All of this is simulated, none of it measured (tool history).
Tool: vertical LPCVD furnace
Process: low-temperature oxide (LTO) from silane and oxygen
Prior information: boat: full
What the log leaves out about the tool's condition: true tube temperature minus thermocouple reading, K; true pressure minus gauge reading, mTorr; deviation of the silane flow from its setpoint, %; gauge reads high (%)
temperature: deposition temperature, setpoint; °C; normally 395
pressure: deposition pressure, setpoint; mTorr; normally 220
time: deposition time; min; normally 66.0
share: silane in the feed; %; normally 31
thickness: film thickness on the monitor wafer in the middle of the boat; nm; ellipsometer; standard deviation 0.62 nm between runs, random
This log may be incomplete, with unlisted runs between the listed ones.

run   hour  temperature  pressure  time  share  wafers since the last listed run  hours since the last temperature calibration  hours since the pressure gauge was zeroed  hours since the silane flow controller was replaced  hours since the gauge calibration  read-back reference wafer on the same gauge, thickness  thickness
  1    0.0          395       220  66.0     31                                 0                                        4429.7                                     1673.9                                               4372.6                              227.1                                                  374.23     393.22
  2   24.2          395       220  66.0     31                               284                                        4453.9                                     1698.1                                               4396.8                              251.3                                                  374.10     393.75
  3   44.6          395       220  66.0     31                               240                                        4474.3                                     1718.5                                               4417.2                              271.7                                                  374.17     392.80
  4   66.0          395       220  66.0     31                               251                                        4495.7                                     1739.9                                               4438.6                              293.1                                                  373.81     391.31
  5   86.7          395       220  66.0     31                               243                                        4516.4                                     1760.6                                               4459.3                              313.8                                                  374.10     393.24
     111.3  -- pressure gauge zeroed
     113.8  -- silane flow controller replaced
  6  114.3          395       220  66.0     31                                12                                        4544.0                                        3.0                                                  0.5                              341.4                                                  374.07     413.21
  7  123.4          395       220  66.0     31                               107                                        4553.1                                       12.1                                                  9.6                              350.5                                                  374.12     412.00
  8  141.8          395       220  66.0     31                               216                                        4571.5                                       30.5                                                 28.0                              368.9                                                  373.99     411.64
  9  156.6          389       220  66.0     31                               174                                        4586.3                                       45.3                                                 42.8                              383.7                                                  373.78     381.32
     159.3  -- gauge calibrated
 10  175.4          389       220  66.0     31                               221                                        4605.1                                       64.1                                                 61.6                               16.1                                                  374.19     382.88
 11  184.9          395       220  66.0     31                               111                                        4614.6                                       73.6                                                 71.1                               25.6                                                  374.14     410.57
 12  195.3          395       220  80.5     31                               122                                        4625.0                                       84.0                                                 81.5                               36.0                                                  373.79     500.54
 13  206.0          389       220  66.0     29                               125                                        4635.7                                       94.7                                                 92.2                               46.7                                                  374.07     344.73
 14  220.6          388       220  58.5     31                               171                                        4650.3                                      109.3                                                106.8                               61.3                                                  373.93     333.70
 15  231.7          406       220  66.0     31                               130                                        4661.4                                      120.4                                                117.9                               72.4                                                  373.92     466.27
 16  241.9          395       250  66.0     31                               120                                        4671.6                                      130.6                                                128.1                               82.6                                                  373.88     465.40
 17  258.6          385       220  52.0     29                               196                                        4688.3                                      147.3                                                144.8                               99.3                                                  373.76     257.18
     293.1  -- thermocouples replaced and temperature profile calibrated
 18  293.6          395       220  66.0     28                               129                                           0.5                                      182.3                                                179.8                              134.3                                                  374.08     349.87
 19  298.9          395       220  66.0     31                                62                                           5.8                                      187.6                                                185.1                              139.6                                                  374.18     407.50
 20  310.0          404       220  53.5     31                               130                                          16.9                                      198.7                                                196.2                              150.7                                                  374.04     367.14
 21  370.5          404       200  66.0     31                               711                                          77.4                                      259.2                                                256.7                              211.2                                                  374.05     409.85

Below are 5 alternative next runs, each starting from the tool's condition after run 21. Predict each:
  A  375.8          404       220  66.0     31                                62                                          82.7                                      264.5                                                262.0                              216.5                                                       ?          ?
  B  375.8          395       260  66.0     31                                62                                          82.7                                      264.5                                                262.0                              216.5                                                       ?          ?
  C  375.8          385       220  66.0     31                                62                                          82.7                                      264.5                                                262.0                              216.5                                                       ?          ?
  D  375.8          401       220  84.0     26                                62                                          82.7                                      264.5                                                262.0                              216.5                                                       ?          ?
  E  375.8          391       255  49.0     31                                62                                          82.7                                      264.5                                                262.0                              216.5                                                       ?          ?

run  read-back reference wafer on the same gauge, thickness  thickness
  A                                                  373.98     451.41
  B                                                  373.98     481.16
  C                                                  373.98     358.91
  D                                                  373.98     426.36
  E                                                  373.98     333.64
The same runs, with their run-to-run variation unchanged, on a tool lacking any hidden condition would have given:
run  thickness
  A     461.10
  B     489.87
  C     366.61
  D     435.51
  E     339.80

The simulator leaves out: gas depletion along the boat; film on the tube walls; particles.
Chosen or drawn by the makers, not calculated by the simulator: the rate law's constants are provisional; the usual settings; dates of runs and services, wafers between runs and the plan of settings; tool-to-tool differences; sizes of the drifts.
